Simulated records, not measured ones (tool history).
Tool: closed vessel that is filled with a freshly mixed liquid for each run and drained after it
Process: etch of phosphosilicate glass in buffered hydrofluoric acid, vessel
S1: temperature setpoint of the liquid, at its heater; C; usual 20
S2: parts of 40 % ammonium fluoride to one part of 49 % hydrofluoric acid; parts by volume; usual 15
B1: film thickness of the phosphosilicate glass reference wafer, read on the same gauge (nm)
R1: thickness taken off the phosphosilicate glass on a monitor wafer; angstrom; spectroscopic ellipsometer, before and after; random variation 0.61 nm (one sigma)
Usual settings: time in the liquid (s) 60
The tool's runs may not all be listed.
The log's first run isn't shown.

Run 2, day 1.104: usual settings but S1 18 C; B1 90. Result: R1 794.3 angstrom.
Run 3, day 4.488: usual settings but S1 18 C, S2 16 parts by volume; B1 90.02. Result: R1 739.4 angstrom.
Run 4, day 10.546: usual settings but S1 18 C, S2 16 parts by volume; B1 89.96. Result: R1 743 angstrom.
Run 5, day 12.075: usual settings but S1 18 C, S2 16 parts by volume; B1 90.01. Result: R1 744.3 angstrom.
Run 6, day 14.262: usual settings; B1 90.02. Result: R1 877.9 angstrom.
Run 7, day 15.758: usual settings; B1 90.01. Result: R1 868.6 angstrom.
Run 8, day 18.7: usual settings; B1 89.97. Result: R1 874.5 angstrom.
Run 9, day 21.5: usual settings; B1 89.99. Result: R1 859.7 angstrom.
Run 10, day 22.558: usual settings; B1 89.99. Result: R1 874.3 angstrom.
Run 11, day 24.65: usual settings; B1 90.02. Result: R1 865 angstrom.
Run 12, day 27.242: usual settings but S2 16.5 parts by volume, time in the liquid (s) 80; B1 89.99. Result: R1 1054.8 angstrom.
Run 13, day 29.088: usual settings but S2 16.5 parts by volume, time in the liquid (s) 80; B1 89.99. Result: R1 1040.4 angstrom.
At day 30.117: gauge calibrated.
Run 14, day 30.792: usual settings; B1 89.97. Result: R1 872 angstrom.
Run 15, day 31.908: usual settings; B1 90.02. Result: R1 850.3 angstrom.
Run 16, day 33.246: usual settings but S1 17.5 C, time in the liquid (s) 30; B1 89.97. Result: R1 377 angstrom.
Run 17, day 36.012: usual settings but time in the liquid (s) 35; B1 90.01. Result: R1 501 angstrom.
Run 18, day 38.375: usual settings but S1 18.5 C, S2 12.5 parts by volume, time in the liquid (s) 50; B1 89.99. Result: R1 788.8 angstrom.
At day 39.021: hydrofluoric acid flow meter replaced.
At day 39.525: thermometer replaced.
Run 19, day 39.867: usual settings but S1 18.5 C, S2 17 parts by volume; B1 89.98. Result: R1 752.9 angstrom.
Run 20, day 41.642: usual settings; B1 90.01. Result: R1 922.4 angstrom.
Run 21, day 45.933: usual settings; B1 90.02. Result: R1 920.5 angstrom.
Run 22, day 47.683: usual settings but S1 17 C, S2 17 parts by volume; B1 89.97. Result: R1 680 angstrom.
Run 23, day 49.946: usual settings but S2 20.5 parts by volume, time in the liquid (s) 50; B1 90. Result: R1 565.1 angstrom.
Run 24, day 52.071: usual settings but S1 23 C, S2 21 parts by volume, time in the liquid (s) 45; B1 90.03. Result: R1 587.8 angstrom.

Forecast run 25:
Run 25, day 54.896: usual settings; B1 ?. Result: R1 ?.

B1: 90.01
R1: 913.3 angstrom
Without the tool's hidden state the same run would have given R1 930.9 angstrom.
